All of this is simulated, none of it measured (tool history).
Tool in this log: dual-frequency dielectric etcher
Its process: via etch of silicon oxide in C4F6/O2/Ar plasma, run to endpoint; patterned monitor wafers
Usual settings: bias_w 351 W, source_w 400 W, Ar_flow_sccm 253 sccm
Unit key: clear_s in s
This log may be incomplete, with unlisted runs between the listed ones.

run    hour  bias_w  source_w  Ar_flow_sccm  wafers since the last listed run  hours since the last wet clean  hours since the last bias power generator calibration  hours since the last source power generator calibration  hours since the last Ar flow controller change  hours since the last upper electrode change  incoming incoming film thickness, nm  clear_s
  1     0.0     311       460           253                                 0                           412.8                                                 2614.5                                                   1588.6                                          2673.4                                       4972.0                                 130.5     33.0
  2    66.8     311       460           253                               927                           479.6                                                 2681.3                                                   1655.4                                          2740.2                                       5038.8                                 130.6     33.3
  3   308.1     311       460           253                              3351                           720.9                                                 2922.6                                                   1896.7                                          2981.5                                       5280.1                                 129.6     32.4
  4   377.0     351       400           253                               956                           789.8                                                 2991.5                                                   1965.6                                          3050.4                                       5349.0                                 130.1     33.2
      411.1  -- wet clean of the chamber
  5   483.7     351       400           253                              1148                            72.6                                                 3098.2                                                   2072.3                                          3157.1                                       5455.7                                 128.6     35.0
  6   574.5     351       400           253                              1261                           163.4                                                 3189.0                                                   2163.1                                          3247.9                                       5546.5                                 130.2     35.2
  7   671.6     313       400           253                              1348                           260.5                                                 3286.1                                                   2260.2                                          3345.0                                       5643.6                                 129.8     36.6
  8   709.6     351       470           253                               527                           298.5                                                 3324.1                                                   2298.2                                          3383.0                                       5681.6                                 130.8     31.8
  9   761.4     351       400           282                               719                           350.3                                                 3375.9                                                   2350.0                                          3434.8                                       5733.4                                 128.3     34.5
 10   845.5     351       400           282                              1167                           434.4                                                 3460.0                                                   2434.1                                          3518.9                                       5817.5                                 128.5     33.9
      882.3  -- upper electrode replaced
 11   926.1     351       400           282                               786                           515.0                                                 3540.6                                                   2514.7                                          3599.5                                         43.8                                 130.4     34.5
      973.3  -- Ar flow controller replaced
 12  1014.6     351       400           253                              1145                           603.5                                                 3629.1                                                   2603.2                                            41.3                                        132.3                                 129.1     33.4
 13  1090.1     351       400           253                              1048                           679.0                                                 3704.6                                                   2678.7                                           116.8                                        207.8                                 129.9     33.6
     1125.3  -- wet clean of the chamber
 14  1410.2     407       470           209                              4112                           284.9                                                 4024.7                                                   2998.8                                           436.9                                        527.9                                 130.7     28.8
 15  1454.8     424       400           253                               619                           329.5                                                 4069.3                                                   3043.4                                           481.5                                        572.5                                 130.6     31.4
     1522.4  -- bias power generator calibrated
     1676.6  -- source power generator calibrated
 16  1712.2     351       400           191                              3463                           586.9                                                  189.8                                                     35.6                                           738.9                                        829.9                                 130.8     32.7
 17  1812.5     401       450           253                              1392                           687.2                                                  290.1                                                    135.9                                           839.2                                        930.2                                 130.7     29.5
     1839.4  -- wet clean of the chamber
 18  1919.1     351       400           253                              1147                            79.7                                                  396.7                                                    242.5                                           945.8                                       1036.8                                 129.1     34.4
 19  1971.3     351       400           236                               724                           131.9                                                  448.9                                                    294.7                                           998.0                                       1089.0                                 130.8     34.5
 20  2027.2     351       400           253                               776                           187.8                                                  504.8                                                    350.6                                          1053.9                                       1144.9                                 131.2     35.1
 21  2081.9     265       480           253                               759                           242.5                                                  559.5                                                    405.3                                          1108.6                                       1199.6                                 130.7     36.0
 22  2176.0     351       400           253                              1306                           336.6                                                  653.6                                                    499.4                                          1202.7                                       1293.7                                 129.6     33.9
 23  2244.9     386       300           253                               956                           405.5                                                  722.5                                                    568.3                                          1271.6                                       1362.6                                 130.2     38.8
 24  2295.4     351       400           236                               701                           456.0                                                  773.0                                                    618.8                                          1322.1                                       1413.1                                 130.4     33.9
 25  2349.4     383       430           278                               749                           510.0                                                  827.0                                                    672.8                                          1376.1                                       1467.1                                 130.6     32.0
     2644.9  -- wet clean of the chamber
 26  2646.5     351       400           253                              3792                             1.6                                                 1124.1                                                    969.9                                          1673.2                                       1764.2                                 128.6     34.3
 27  2727.1     395       370           276                              1119                            82.2                                                 1204.7                                                   1050.5                                          1753.8                                       1844.8                                 130.7     35.0
 28  2777.5     434       400           253                               699                           132.6                                                 1255.1                                                   1100.9                                          1804.2                                       1895.2                                 131.7     31.6
 29  2876.2     351       400           236                              1370                           231.3                                                 1353.8                                                   1199.6                                          1902.9                                       1993.9                                 130.1     33.8
 30  2915.2     417       310           253                               541                           270.3                                                 1392.8                                                   1238.6                                          1941.9                                       2032.9                                 130.6     37.0

3 ways to go on from here, each from the tool as it stands after run 30. What would each give?
  A  2915.6     351       400           253                                 5                           270.7                                                 1393.2                                                   1239.0                                          1942.3                                       2033.3                                 130.2        ?
  B  2915.6     402       400           304                                 5                           270.7                                                 1393.2                                                   1239.0                                          1942.3                                       2033.3                                 130.2        ?
  C  2915.6     289       330           253                                 5                           270.7                                                 1393.2                                                   1239.0                                          1942.3                                       2033.3                                 130.2        ?

run  clear_s
  A     33.9
  B     32.5
  C     42.2
Had the tool no hidden state, the same runs would have come out as:
run  clear_s
  A     34.8
  B     33.3
  C     43.3
